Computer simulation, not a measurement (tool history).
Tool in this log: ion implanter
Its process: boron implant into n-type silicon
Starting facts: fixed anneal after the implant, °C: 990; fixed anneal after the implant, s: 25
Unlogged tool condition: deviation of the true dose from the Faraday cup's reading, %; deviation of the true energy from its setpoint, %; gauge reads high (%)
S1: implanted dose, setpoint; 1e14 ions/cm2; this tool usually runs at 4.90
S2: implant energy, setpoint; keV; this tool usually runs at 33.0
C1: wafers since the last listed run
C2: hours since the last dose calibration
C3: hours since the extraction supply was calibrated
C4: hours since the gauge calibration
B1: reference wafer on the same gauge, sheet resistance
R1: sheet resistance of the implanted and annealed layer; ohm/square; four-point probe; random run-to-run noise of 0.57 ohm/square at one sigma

{"run": 1, "hour": 0.0, "S1": 4.9, "S2": 33.0, "C1": 0, "C2": 428.0, "C3": 3425.8, "C4": 1800.8, "B1": 213.0, "R1": 206.27}
{"run": 2, "hour": 67.4, "S1": 4.9, "S2": 33.0, "C1": 1235, "C2": 495.4, "C3": 3493.2, "C4": 1868.2, "B1": 212.93, "R1": 207.54}
{"run": 3, "hour": 180.0, "S1": 4.9, "S2": 40.0, "C1": 2064, "C2": 608.0, "C3": 3605.8, "C4": 1980.8, "B1": 213.0, "R1": 203.03}
{"run": 4, "hour": 264.8, "S1": 4.9, "S2": 40.0, "C1": 1554, "C2": 692.8, "C3": 3690.6, "C4": 2065.6, "B1": 213.03, "R1": 203.67}
{"run": 5, "hour": 315.4, "S1": 4.9, "S2": 33.0, "C1": 927, "C2": 743.4, "C3": 3741.2, "C4": 2116.2, "B1": 212.96, "R1": 206.15}
{"run": 6, "hour": 373.5, "S1": 5.62, "S2": 33.0, "C1": 1065, "C2": 801.5, "C3": 3799.3, "C4": 2174.3, "B1": 212.99, "R1": 185.16}
{"run": 7, "hour": 455.6, "S1": 5.62, "S2": 33.0, "C1": 1505, "C2": 883.6, "C3": 3881.4, "C4": 2256.4, "B1": 213.03, "R1": 185.62}
{"run": 8, "hour": 609.5, "S1": 5.62, "S2": 33.0, "C1": 2821, "C2": 1037.5, "C3": 4035.3, "C4": 2410.3, "B1": 212.98, "R1": 184.8}
{"run": 9, "hour": 647.1, "S1": 4.9, "S2": 39.5, "C1": 689, "C2": 1075.1, "C3": 4072.9, "C4": 2447.9, "B1": 213.03, "R1": 204.39}
{"run": 10, "hour": 746.3, "S1": 4.9, "S2": 28.0, "C1": 1818, "C2": 1174.3, "C3": 4172.1, "C4": 2547.1, "B1": 212.99, "R1": 209.95}
{"run": 11, "hour": 841.3, "S1": 4.9, "S2": 28.0, "C1": 1741, "C2": 1269.3, "C3": 4267.1, "C4": 2642.1, "B1": 212.91, "R1": 209.44}
{"run": 12, "hour": 936.9, "S1": 5.7, "S2": 25.0, "C1": 1752, "C2": 1364.9, "C3": 4362.7, "C4": 2737.7, "B1": 212.96, "R1": 187.19}
{"run": 13, "hour": 977.6, "S1": 5.7, "S2": 25.0, "C1": 746, "C2": 1405.6, "C3": 4403.4, "C4": 2778.4, "B1": 212.96, "R1": 187.03}
{"run": 14, "hour": 1017.4, "S1": 5.7, "S2": 25.0, "C1": 729, "C2": 1445.4, "C3": 4443.2, "C4": 2818.2, "B1": 213.05, "R1": 186.8}
{"run": 15, "hour": 1094.2, "S1": 4.9, "S2": 33.0, "C1": 1408, "C2": 1522.2, "C3": 4520.0, "C4": 2895.0, "B1": 213.03, "R1": 206.32}
{"hour": 1141.3, "done": "extraction supply calibrated"}
{"hour": 1151.6, "done": "Faraday cup replaced and dose calibrated"}
{"run": 16, "hour": 1164.5, "S1": 4.9, "S2": 33.0, "C1": 995, "C2": 12.9, "C3": 23.2, "C4": 2965.3, "B1": 213.02, "R1": 206.69}
{"run": 17, "hour": 1219.3, "S1": 4.9, "S2": 33.0, "C1": 1004, "C2": 67.7, "C3": 78.0, "C4": 3020.1, "B1": 212.93, "R1": 206.89}
{"run": 18, "hour": 1296.7, "S1": 5.62, "S2": 33.0, "C1": 1419, "C2": 145.1, "C3": 155.4, "C4": 3097.5, "B1": 212.95, "R1": 185.22}
{"hour": 1343.1, "done": "gauge calibrated"}
{"run": 19, "hour": 1380.1, "S1": 3.69, "S2": 40.0, "C1": 1529, "C2": 228.5, "C3": 238.8, "C4": 37.0, "B1": 212.88, "R1": 254.14}
{"run": 20, "hour": 1466.1, "S1": 4.49, "S2": 27.0, "C1": 1576, "C2": 314.5, "C3": 324.8, "C4": 123.0, "B1": 212.91, "R1": 225.31}
{"run": 21, "hour": 1555.9, "S1": 4.9, "S2": 33.0, "C1": 1646, "C2": 404.3, "C3": 414.6, "C4": 212.8, "B1": 212.99, "R1": 206.9}
{"run": 22, "hour": 1626.1, "S1": 4.9, "S2": 33.0, "C1": 1287, "C2": 474.5, "C3": 484.8, "C4": 283.0, "B1": 213.0, "R1": 206.96}
{"run": 23, "hour": 1709.4, "S1": 4.9, "S2": 33.0, "C1": 1527, "C2": 557.8, "C3": 568.1, "C4": 366.3, "B1": 212.88, "R1": 205.85}
{"run": 24, "hour": 1773.2, "S1": 4.9, "S2": 33.0, "C1": 1169, "C2": 621.6, "C3": 631.9, "C4": 430.1, "B1": 212.9, "R1": 206.89}
{"run": 25, "hour": 1880.4, "S1": 3.76, "S2": 23.0, "C1": 1965, "C2": 728.8, "C3": 739.1, "C4": 537.3, "B1": 212.97, "R1": 262.57}
{"run": 26, "hour": 1973.6, "S1": 5.56, "S2": 24.0, "C1": 1708, "C2": 822.0, "C3": 832.3, "C4": 630.5, "B1": 212.96, "R1": 191.97}
{"run": 27, "hour": 2045.4, "S1": 4.14, "S2": 36.0, "C1": 1316, "C2": 893.8, "C3": 904.1, "C4": 702.3, "B1": 213.15, "R1": 234.48}
{"run": 28, "hour": 2137.4, "S1": 4.9, "S2": 23.5, "C1": 1686, "C2": 985.8, "C3": 996.1, "C4": 794.3, "B1": 213.04, "R1": 212.16}
{"run": 29, "hour": 2235.2, "S1": 4.9, "S2": 33.0, "C1": 1793, "C2": 1083.6, "C3": 1093.9, "C4": 892.1, "B1": 213.0, "R1": 207.16}
{"run": 30, "hour": 2324.5, "S1": 3.93, "S2": 42.5, "C1": 1637, "C2": 1172.9, "C3": 1183.2, "C4": 981.4, "B1": 213.0, "R1": 240.97}
{"run": 31, "hour": 2502.5, "S1": 3.88, "S2": 42.0, "C1": 3263, "C2": 1350.9, "C3": 1361.2, "C4": 1159.4, "B1": 213.0, "R1": 242.87}
{"run": 32, "hour": 2548.6, "S1": 4.06, "S2": 27.0, "C1": 845, "C2": 1397.0, "C3": 1407.3, "C4": 1205.5, "B1": 212.96, "R1": 243.91}
{"run": 33, "hour": 2619.5, "S1": 4.9, "S2": 33.0, "C1": 1300, "C2": 1467.9, "C3": 1478.2, "C4": 1276.4, "B1": 212.93, "R1": 206.53}
{"run": 34, "hour": 2681.4, "S1": 4.9, "S2": 43.0, "C1": 1135, "C2": 1529.8, "C3": 1540.1, "C4": 1338.3, "B1": 212.9, "R1": 201.66}
{"run": 35, "hour": 2722.6, "S1": 6.03, "S2": 33.0, "C1": 755, "C2": 1571.0, "C3": 1581.3, "C4": 1379.5, "B1": 213.07, "R1": 174.95}
{"run": 36, "hour": 2784.2, "S1": 4.29, "S2": 29.5, "C1": 1129, "C2": 1632.6, "C3": 1642.9, "C4": 1441.1, "B1": 213.09, "R1": 232.75}
{"run": 37, "hour": 2836.9, "S1": 4.11, "S2": 44.0, "C1": 966, "C2": 1685.3, "C3": 1695.6, "C4": 1493.8, "B1": 212.99, "R1": 230.66}

Give the tool's hidden conditions for every run:
deviation of the true dose from the Faraday cup's reading, %: 0, the same for each run
deviation of the true energy from its setpoint, %: 0, the same for each run
gauge reads high (%): 0, the same for each run
